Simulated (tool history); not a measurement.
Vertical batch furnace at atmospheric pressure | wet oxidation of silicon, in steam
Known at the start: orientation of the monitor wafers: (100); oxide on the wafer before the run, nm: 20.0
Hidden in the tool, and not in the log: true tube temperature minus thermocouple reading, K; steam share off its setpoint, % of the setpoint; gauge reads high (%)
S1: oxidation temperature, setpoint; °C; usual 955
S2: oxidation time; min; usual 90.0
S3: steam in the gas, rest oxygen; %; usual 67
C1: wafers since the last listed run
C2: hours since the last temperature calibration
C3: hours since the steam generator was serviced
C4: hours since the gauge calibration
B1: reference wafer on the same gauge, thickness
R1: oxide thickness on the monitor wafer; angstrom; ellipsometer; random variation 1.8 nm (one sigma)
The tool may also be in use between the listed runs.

{"run": 1, "day": 0.0, "S1": 955, "S2": 90.0, "S3": 59, "C1": 0, "C2": 3338.1, "C3": 1424.9, "C4": 280.7, "B1": 308.0, "R1": 2601.8}
{"run": 2, "day": 0.921, "S1": 955, "S2": 74.5, "S3": 67, "C1": 250, "C2": 3360.2, "C3": 1447.0, "C4": 302.8, "B1": 307.82, "R1": 2487.0}
{"run": 3, "day": 1.667, "S1": 955, "S2": 74.5, "S3": 67, "C1": 203, "C2": 3378.1, "C3": 1464.9, "C4": 320.7, "B1": 308.06, "R1": 2496.0}
{"run": 4, "day": 2.846, "S1": 955, "S2": 74.5, "S3": 67, "C1": 320, "C2": 3406.4, "C3": 1493.2, "C4": 349.0, "B1": 308.16, "R1": 2468.7}
{"run": 5, "day": 4.246, "S1": 955, "S2": 90.0, "S3": 67, "C1": 381, "C2": 3440.0, "C3": 1526.8, "C4": 382.6, "B1": 307.85, "R1": 2861.3}
{"run": 6, "day": 5.2, "S1": 955, "S2": 90.0, "S3": 67, "C1": 259, "C2": 3462.9, "C3": 1549.7, "C4": 405.5, "B1": 308.07, "R1": 2878.3}
{"run": 7, "day": 6.162, "S1": 955, "S2": 90.0, "S3": 67, "C1": 261, "C2": 3486.0, "C3": 1572.8, "C4": 428.6, "B1": 307.77, "R1": 2862.7}
{"run": 8, "day": 7.162, "S1": 955, "S2": 90.0, "S3": 67, "C1": 272, "C2": 3510.0, "C3": 1596.8, "C4": 452.6, "B1": 307.87, "R1": 2869.9}
{"run": 9, "day": 7.838, "S1": 955, "S2": 90.0, "S3": 61, "C1": 183, "C2": 3526.2, "C3": 1613.0, "C4": 468.8, "B1": 308.1, "R1": 2673.5}
{"run": 10, "day": 9.121, "S1": 955, "S2": 90.0, "S3": 61, "C1": 349, "C2": 3557.0, "C3": 1643.8, "C4": 499.6, "B1": 308.2, "R1": 2693.3}
{"run": 11, "day": 10.612, "S1": 955, "S2": 90.0, "S3": 61, "C1": 406, "C2": 3592.8, "C3": 1679.6, "C4": 535.4, "B1": 307.94, "R1": 2660.5}
{"run": 12, "day": 13.921, "S1": 955, "S2": 90.0, "S3": 67, "C1": 900, "C2": 3672.2, "C3": 1759.0, "C4": 614.8, "B1": 308.14, "R1": 2868.3}
{"run": 13, "day": 14.896, "S1": 955, "S2": 90.0, "S3": 67, "C1": 265, "C2": 3695.6, "C3": 1782.4, "C4": 638.2, "B1": 308.06, "R1": 2870.2}
{"run": 14, "day": 15.925, "S1": 955, "S2": 90.0, "S3": 67, "C1": 280, "C2": 3720.3, "C3": 1807.1, "C4": 662.9, "B1": 307.68, "R1": 2855.1}
{"day": 17.042, "done": "steam generator serviced"}
{"run": 15, "day": 17.354, "S1": 955, "S2": 90.0, "S3": 67, "C1": 116, "C2": 3754.6, "C3": 7.5, "C4": 697.2, "B1": 308.29, "R1": 3043.7}
{"run": 16, "day": 18.088, "S1": 955, "S2": 90.0, "S3": 67, "C1": 199, "C2": 3772.2, "C3": 25.1, "C4": 714.8, "B1": 308.11, "R1": 3004.8}
{"run": 17, "day": 19.517, "S1": 955, "S2": 90.0, "S3": 67, "C1": 388, "C2": 3806.5, "C3": 59.4, "C4": 749.1, "B1": 307.95, "R1": 2990.5}
{"run": 18, "day": 20.283, "S1": 955, "S2": 90.0, "S3": 56, "C1": 208, "C2": 3824.9, "C3": 77.8, "C4": 767.5, "B1": 308.12, "R1": 2627.6}
{"run": 19, "day": 20.942, "S1": 937, "S2": 90.0, "S3": 67, "C1": 179, "C2": 3840.7, "C3": 93.6, "C4": 783.3, "B1": 307.95, "R1": 2557.3}
{"day": 22.171, "done": "gauge calibrated"}
{"day": 22.242, "done": "thermocouples replaced and temperature profile calibrated"}
{"run": 20, "day": 22.262, "S1": 955, "S2": 90.0, "S3": 67, "C1": 87, "C2": 0.5, "C3": 125.3, "C4": 2.2, "B1": 307.95, "R1": 2989.5}
{"run": 21, "day": 23.596, "S1": 955, "S2": 90.0, "S3": 79, "C1": 362, "C2": 32.5, "C3": 157.3, "C4": 34.2, "B1": 307.65, "R1": 3378.0}
{"run": 22, "day": 24.279, "S1": 934, "S2": 90.0, "S3": 76, "C1": 185, "C2": 48.9, "C3": 173.7, "C4": 50.6, "B1": 307.9, "R1": 2725.7}
{"run": 23, "day": 25.267, "S1": 955, "S2": 90.0, "S3": 67, "C1": 268, "C2": 72.6, "C3": 197.4, "C4": 74.3, "B1": 308.16, "R1": 2976.3}
{"run": 24, "day": 26.129, "S1": 955, "S2": 90.0, "S3": 76, "C1": 234, "C2": 93.3, "C3": 218.1, "C4": 95.0, "B1": 307.84, "R1": 3265.0}
{"run": 25, "day": 27.383, "S1": 946, "S2": 59.0, "S3": 67, "C1": 341, "C2": 123.4, "C3": 248.2, "C4": 125.1, "B1": 307.95, "R1": 2000.4}
{"run": 26, "day": 27.908, "S1": 955, "S2": 90.0, "S3": 67, "C1": 142, "C2": 136.0, "C3": 260.8, "C4": 137.7, "B1": 307.71, "R1": 2957.6}
{"run": 27, "day": 29.346, "S1": 955, "S2": 105.0, "S3": 56, "C1": 391, "C2": 170.5, "C3": 295.3, "C4": 172.2, "B1": 308.26, "R1": 2894.9}
{"run": 28, "day": 30.104, "S1": 974, "S2": 125.5, "S3": 74, "C1": 206, "C2": 188.7, "C3": 313.5, "C4": 190.4, "B1": 307.83, "R1": 4641.4}
{"run": 29, "day": 30.642, "S1": 934, "S2": 75.0, "S3": 67, "C1": 146, "C2": 201.6, "C3": 326.4, "C4": 203.3, "B1": 308.17, "R1": 2105.7}
{"run": 30, "day": 31.2, "S1": 955, "S2": 90.0, "S3": 67, "C1": 151, "C2": 215.0, "C3": 339.8, "C4": 216.7, "B1": 307.88, "R1": 2954.8}
{"run": 31, "day": 32.492, "S1": 934, "S2": 90.0, "S3": 67, "C1": 351, "C2": 246.0, "C3": 370.8, "C4": 247.7, "B1": 307.87, "R1": 2426.1}
{"run": 32, "day": 33.538, "S1": 955, "S2": 90.0, "S3": 67, "C1": 284, "C2": 271.1, "C3": 395.9, "C4": 272.8, "B1": 308.4, "R1": 2943.9}
{"run": 33, "day": 34.717, "S1": 955, "S2": 58.5, "S3": 72, "C1": 320, "C2": 299.4, "C3": 424.2, "C4": 301.1, "B1": 307.95, "R1": 2250.0}
{"run": 34, "day": 35.654, "S1": 955, "S2": 90.0, "S3": 67, "C1": 255, "C2": 321.9, "C3": 446.7, "C4": 323.6, "B1": 307.92, "R1": 2915.0}

Hidden state at the last listed run before each entry between runs and at the first one after, where it differs:
Between runs 14 and 15: steam generator serviced (day 17.042)
  steam share off its setpoint, % of the setpoint: -8 -> -0.538
  measured less the result without the state, R1: -180.6 -> -12.1 angstrom
Between runs 19 and 20: gauge calibrated (day 22.171); thermocouples replaced and temperature profile calibrated (day 22.242)
  steam share off its setpoint, % of the setpoint: -1.57 -> -1.91
  measured less the result without the state, R1: -30.9 -> -42.6 angstrom
